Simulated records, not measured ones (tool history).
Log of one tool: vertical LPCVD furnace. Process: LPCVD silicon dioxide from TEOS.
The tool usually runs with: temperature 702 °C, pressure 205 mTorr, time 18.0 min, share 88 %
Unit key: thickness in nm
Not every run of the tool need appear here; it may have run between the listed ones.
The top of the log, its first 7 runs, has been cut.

run     day  temperature  pressure  time  share  wafers since the last listed run  hours since the last temperature calibration  hours since the pressure gauge was zeroed  hours since the TEOS flow controller was replaced  hours since the gauge calibration  read-back reference wafer on the same gauge, thickness  thickness
  8   6.654          702       205  14.0     97                               354                                        4686.8                                     3169.2                                               62.8                              777.9                                                  119.97     109.13
  9   7.354          693       205  18.0     97                               214                                        4703.6                                     3186.0                                               79.6                              794.7                                                  119.95     113.37
      8.917  -- gauge calibrated
     10.988  -- thermocouples replaced and temperature profile calibrated
 10  11.725          702       170  20.0     88                              1034                                          17.7                                     3290.9                                              184.5                               67.4                                                  120.02     134.96
 11  12.838          706       205  18.0     96                               341                                          44.4                                     3317.6                                              211.2                               94.1                                                  120.08     151.86
 12  14.308          702       205  18.0     88                               451                                          79.7                                     3352.9                                              246.5                              129.4                                                  120.00     133.60
 13  15.704          694       175  23.0     97                               428                                         113.2                                     3386.4                                              280.0                              162.9                                                  120.02     137.23
 14  17.192          702       205  22.0     88                               456                                         148.9                                     3422.1                                              315.7                              198.6                                                  120.01     162.47
 15  17.896          699       205  18.0     81                               216                                         165.8                                     3439.0                                              332.6                              215.5                                                  120.00     118.72
 16  18.983          702       205  18.0     97                               333                                         191.9                                     3465.1                                              358.7                              241.6                                                  119.98     139.07
 17  19.558          702       205  15.5     77                               176                                         205.7                                     3478.9                                              372.5                              255.4                                                  120.04     107.74
 18  20.467          702       205  24.0     88                               278                                         227.5                                     3500.7                                              394.3                              277.2                                                  119.94     176.37
 19  21.492          702       235  24.0     75                               314                                         252.1                                     3525.3                                              418.9                              301.8                                                  119.98     176.42
 20  22.125          705       205  18.0     81                               194                                         267.3                                     3540.5                                              434.1                              317.0                                                  119.99     137.18
 21  23.067          702       220  18.0     94                               288                                         289.9                                     3563.1                                              456.7                              339.6                                                  120.02     143.55
 22  24.404          702       205  18.0     88                               410                                         322.0                                     3595.2                                              488.8                              371.7                                                  120.00     133.17
     26.000  -- pressure gauge zeroed
 23  26.021          702       170  13.5     88                               189                                         360.8                                        0.5                                              527.6                              410.5                                                  119.99      90.55
 24  28.967          702       205  18.0     72                               904                                         431.5                                       71.2                                              598.3                              481.2                                                  119.98     120.36
 25  29.854          702       205  18.0     88                               272                                         452.8                                       92.5                                              619.6                              502.5                                                  119.95     132.33
 26  31.258          702       205  23.0     88                               430                                         486.5                                      126.2                                              653.3                              536.2                                                  120.00     170.94
 27  32.650          702       220  21.5     97                               427                                         519.9                                      159.6                                              686.7                              569.6                                                  119.97     173.69
 28  35.125          697       165  13.5     97                               759                                         579.3                                      219.0                                              746.1                              629.0                                                  120.00      83.93
 29  35.858          714       230  11.0     97                               225                                         596.9                                      236.6                                              763.7                              646.6                                                  120.05     119.35
 30  36.950          702       170  18.0     88                               335                                         623.1                                      262.8                                              789.9                              672.8                                                  120.02     121.82

Each row is a separate what-if for the run after 30, all from the same tool condition, not one after another. Results?
  A  37.167          702       205  14.5     88                                66                                         628.3                                      268.0                                              795.1                              678.0                                                       ?          ?
  B  37.167          710       170  18.0     88                                66                                         628.3                                      268.0                                              795.1                              678.0                                                       ?          ?
  C  37.167          690       170  18.0     88                                66                                         628.3                                      268.0                                              795.1                              678.0                                                       ?          ?
  D  37.167          692       205  18.0     75                                66                                         628.3                                      268.0                                              795.1                              678.0                                                       ?          ?
  E  37.167          698       205  18.0     88                                66                                         628.3                                      268.0                                              795.1                              678.0                                                       ?          ?

run  read-back reference wafer on the same gauge, thickness  thickness
  A                                                  120.02     107.21
  B                                                  120.02     145.64
  C                                                  120.02      91.46
  D                                                  120.02      97.22
  E                                                  120.02     121.26
Had the tool no hidden state, the same runs would have come out as:
run  thickness
  A     107.21
  B     145.64
  C      91.46
  D      97.22
  E     121.26

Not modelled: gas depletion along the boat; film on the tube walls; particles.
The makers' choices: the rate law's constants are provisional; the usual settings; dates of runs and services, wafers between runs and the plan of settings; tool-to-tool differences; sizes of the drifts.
